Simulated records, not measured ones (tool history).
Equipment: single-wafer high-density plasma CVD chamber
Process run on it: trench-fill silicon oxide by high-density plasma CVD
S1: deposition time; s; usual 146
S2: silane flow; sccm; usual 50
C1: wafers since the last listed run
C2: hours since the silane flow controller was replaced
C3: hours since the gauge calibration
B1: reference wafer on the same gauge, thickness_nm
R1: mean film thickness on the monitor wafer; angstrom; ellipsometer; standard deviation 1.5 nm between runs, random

run     day   S1  S2   C1      C2     C3       B1        R1
  1       0  146  50    0  2740.3  357.6  857.017   8203.32
  2   0.458  146  50  109  2751.3  368.6  856.877    8204.7
  3   0.717  146  50   61  2757.5  374.8  856.769   8213.13
  4   1.175  146  50  109  2768.5  385.8  856.513   8199.13
  5   1.533  146  50   85  2777.1  394.4  856.426   8213.91
  6   1.846  146  50   74  2784.6  401.9  856.925   8213.49
  7   2.512  146  50  159  2800.6  417.9  857.111   8208.98
  8   3.146  146  50  151  2815.8  433.1  857.561   8195.07
  9   3.817  146  44  160  2831.9  449.2  857.843   7244.85
 10   4.175  146  44   85  2840.5  457.8  857.057   7244.91
 11   4.575  146  44   95  2850.1  467.4  856.318   7209.63
 12   4.988  146  55   98    2860  477.3  857.433   9028.19
 13   5.329  146  55   81  2868.2  485.5  857.101   9048.48
 14   6.042  146  55  170  2885.3  502.6  857.303   9054.61
 15   6.462  146  50  100  2895.4  512.7  856.957   8181.27
 16     6.9  146  50  104  2905.9  523.2   856.55   8206.31
      8.708  -- gauge calibrated
 17   8.975  130  57  497  2955.7    6.4  857.479    8337.3
 18   9.371  164  46   94  2965.2   15.9  857.099   8478.13
     10.325  -- silane flow controller replaced
 19  10.346  154  43  153     0.5   39.3  857.489    7051.7
 20  10.358  160  57    2     0.8   39.6  857.148    9737.5
 21  12.442  160  57  499    50.8   89.6  856.717   9734.19
 22  13.171  160  57  174    68.3  107.1  856.586   9774.74
 23  13.917  133  56  178    86.2    125  856.792   7987.82
 24  14.629  124  50  170   103.3  142.1   857.13   6648.62
 25  15.162  164  60  127   116.1  154.9  857.161  10568.58
 26  15.792  146  50  150   131.2    170  857.005   7839.92
 27  16.212  128  53  100   141.3  180.1  856.918   7286.01
 28  16.946  146  44  175   158.9  197.7  856.767   6909.32
 29  17.496  156  50  131   172.1  210.9  857.014   8419.56
 30    17.8  136  45   72   179.4  218.2   857.03   6572.87
 31  18.504  159  42  168   196.3  235.1  856.328   7211.56
 32  18.875  146  50   88   205.2    244  856.651   7888.58

For each run, what was the tool's unlogged condition?
gauge reads high (%): 0, the same for each run
H1: delivered silane flow above the setpoint (%)
run     H1
  1      6
  2      6
  3   6.01
  4   6.01
  5   6.01
  6   6.01
  7   6.02
  8   6.02
  9   6.03
 10   6.03
 11   6.03
 12   6.04
 13   6.04
 14   6.04
 15   6.05
 16   6.05
 17   6.06
 18   6.07
 19  0.459
 20  0.461
 21  0.804
 22  0.919
 23   1.03
 24   1.14
 25   1.22
 26   1.32
 27   1.38
 28   1.48
 29   1.56
 30    1.6
 31    1.7
 32   1.75
